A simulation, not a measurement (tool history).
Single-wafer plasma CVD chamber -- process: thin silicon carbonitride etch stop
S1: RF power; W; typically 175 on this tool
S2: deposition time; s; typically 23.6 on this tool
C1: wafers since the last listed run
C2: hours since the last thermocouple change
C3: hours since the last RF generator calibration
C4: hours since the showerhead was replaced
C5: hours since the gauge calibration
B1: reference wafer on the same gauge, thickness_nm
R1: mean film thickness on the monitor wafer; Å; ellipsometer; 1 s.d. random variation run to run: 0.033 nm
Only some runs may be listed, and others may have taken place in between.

| run | hour | S1 | S2 | C1 | C2 | C3 | C4 | C5 | B1 | R1 |
|---|---|---|---|---|---|---|---|---|---|---|
| 1 | 0 | 175 | 20.7 | 0 | 333.8 | 625.4 | 3320.3 | 648.3 | 11.113 | 116.87 |
| 2 | 69.7 | 175 | 20.7 | 2642 | 403.5 | 695.1 | 3390 | 718 | 11.103 | 116.74 |
| 3 | 99.9 | 160 | 23.6 | 1145 | 433.7 | 725.3 | 3420.2 | 748.2 | 11.102 | 129.05 |
| 4 | 144.3 | 160 | 23.6 | 1683 | 478.1 | 769.7 | 3464.6 | 792.6 | 11.086 | 129.43 |
| 5 | 169.5 | 175 | 22 | 955 | 503.3 | 794.9 | 3489.8 | 817.8 | 11.091 | 123.65 |
| 6 | 232.6 | 175 | 22 | 2392 | 566.4 | 858 | 3552.9 | 880.9 | 11.093 | 123.36 |
| 7 | 278.4 | 175 | 23.6 | 1736 | 612.2 | 903.8 | 3598.7 | 926.7 | 11.073 | 132.8 |
| 8 | 310.5 | 175 | 23.6 | 1217 | 644.3 | 935.9 | 3630.8 | 958.8 | 11.063 | 133.28 |
| 9 | 366.4 | 175 | 23.6 | 2119 | 700.2 | 991.8 | 3686.7 | 1014.7 | 11.075 | 132.19 |
| 10 | 417.1 | 175 | 20.1 | 1922 | 750.9 | 1042.5 | 3737.4 | 1065.4 | 11.053 | 112.48 |
| 11 | 446.9 | 175 | 20.1 | 1130 | 780.7 | 1072.3 | 3767.2 | 1095.2 | 11.054 | 112.56 |
|  | 455.1 | gauge calibrated |
| 12 | 507.1 | 175 | 23.6 | 2282 | 840.9 | 1132.5 | 3827.4 | 52 | 11.21 | 134.61 |
| 13 | 547.8 | 175 | 23.6 | 1543 | 881.6 | 1173.2 | 3868.1 | 92.7 | 11.209 | 134.39 |
| 14 | 596.9 | 175 | 23.6 | 1861 | 930.7 | 1222.3 | 3917.2 | 141.8 | 11.199 | 134.04 |
| 15 | 640.9 | 175 | 23.6 | 1668 | 974.7 | 1266.3 | 3961.2 | 185.8 | 11.197 | 134.07 |
| 16 | 702 | 175 | 23.6 | 2316 | 1035.8 | 1327.4 | 4022.3 | 246.9 | 11.197 | 134.24 |
| 17 | 728.9 | 175 | 23.6 | 1020 | 1062.7 | 1354.3 | 4049.2 | 273.8 | 11.177 | 133.95 |
| 18 | 775 | 140 | 27.9 | 1748 | 1108.8 | 1400.4 | 4095.3 | 319.9 | 11.189 | 147.04 |
| 19 | 814.4 | 205 | 23.6 | 1494 | 1148.2 | 1439.8 | 4134.7 | 359.3 | 11.166 | 140.61 |
|  | 841.6 | showerhead replaced |
| 20 | 847.8 | 175 | 22 | 963 | 1181.6 | 1473.2 | 6.2 | 392.7 | 11.158 | 124.53 |
| 21 | 896.7 | 150 | 19.7 | 1854 | 1230.5 | 1522.1 | 55.1 | 441.6 | 11.154 | 106.06 |
| 22 | 954.9 | 175 | 23.6 | 2206 | 1288.7 | 1580.3 | 113.3 | 499.8 | 11.143 | 133.69 |
| 23 | 1003.9 | 160 | 20.9 | 1858 | 1337.7 | 1629.3 | 162.3 | 548.8 | 11.149 | 115.07 |
| 24 | 1041.1 | 200 | 21.6 | 1410 | 1374.9 | 1666.5 | 199.5 | 586 | 11.132 | 127.41 |
| 25 | 1070.8 | 175 | 23.6 | 1126 | 1404.6 | 1696.2 | 229.2 | 615.7 | 11.145 | 133.74 |
|  | 1079.2 | RF generator calibrated |
| 26 | 1118.4 | 190 | 22.1 | 1501 | 1452.2 | 39.2 | 276.8 | 663.3 | 11.124 | 128.21 |
|  | 1129.8 | thermocouple changed; heater temperature recalibrated |
| 27 | 1170.6 | 175 | 26.4 | 1676 | 40.8 | 91.4 | 329 | 715.5 | 11.118 | 149.01 |
| 28 | 1238.1 | 175 | 26.5 | 2559 | 108.3 | 158.9 | 396.5 | 783 | 11.115 | 149.36 |
| 29 | 1273.7 | 175 | 23.6 | 1349 | 143.9 | 194.5 | 432.1 | 818.6 | 11.099 | 133.19 |
| 30 | 1302.8 | 165 | 19.4 | 1103 | 173 | 223.6 | 461.2 | 847.7 | 11.113 | 107.1 |
| 31 | 1329.3 | 175 | 23.6 | 1004 | 199.5 | 250.1 | 487.7 | 874.2 | 11.099 | 133.46 |
| 32 | 1378.8 | 175 | 24.9 | 1877 | 249 | 299.6 | 537.2 | 923.7 | 11.098 | 139.57 |
| 33 | 1434 | 175 | 23.6 | 2093 | 304.2 | 354.8 | 592.4 | 978.9 | 11.089 | 132.87 |

Branching from run 33: 3 alternative next runs. What would each branch give?
| A | 1434.4 | 175 | 23.6 | 15 | 304.6 | 355.2 | 592.8 | 979.3 | ? | ? |
| B | 1434.4 | 195 | 26 | 15 | 304.6 | 355.2 | 592.8 | 979.3 | ? | ? |
| C | 1434.4 | 155 | 27.3 | 15 | 304.6 | 355.2 | 592.8 | 979.3 | ? | ? |

| run | B1 | R1 |
|---|---|---|
| A | 11.089 | 132.55 |
| B | 11.089 | 151.29 |
| C | 11.089 | 147.3 |
With the hidden condition removed and each run's random variation left untouched, the same runs would have given:
| run | R1 |
|---|---|
| A | 133.9 |
| B | 152.83 |
| C | 148.79 |

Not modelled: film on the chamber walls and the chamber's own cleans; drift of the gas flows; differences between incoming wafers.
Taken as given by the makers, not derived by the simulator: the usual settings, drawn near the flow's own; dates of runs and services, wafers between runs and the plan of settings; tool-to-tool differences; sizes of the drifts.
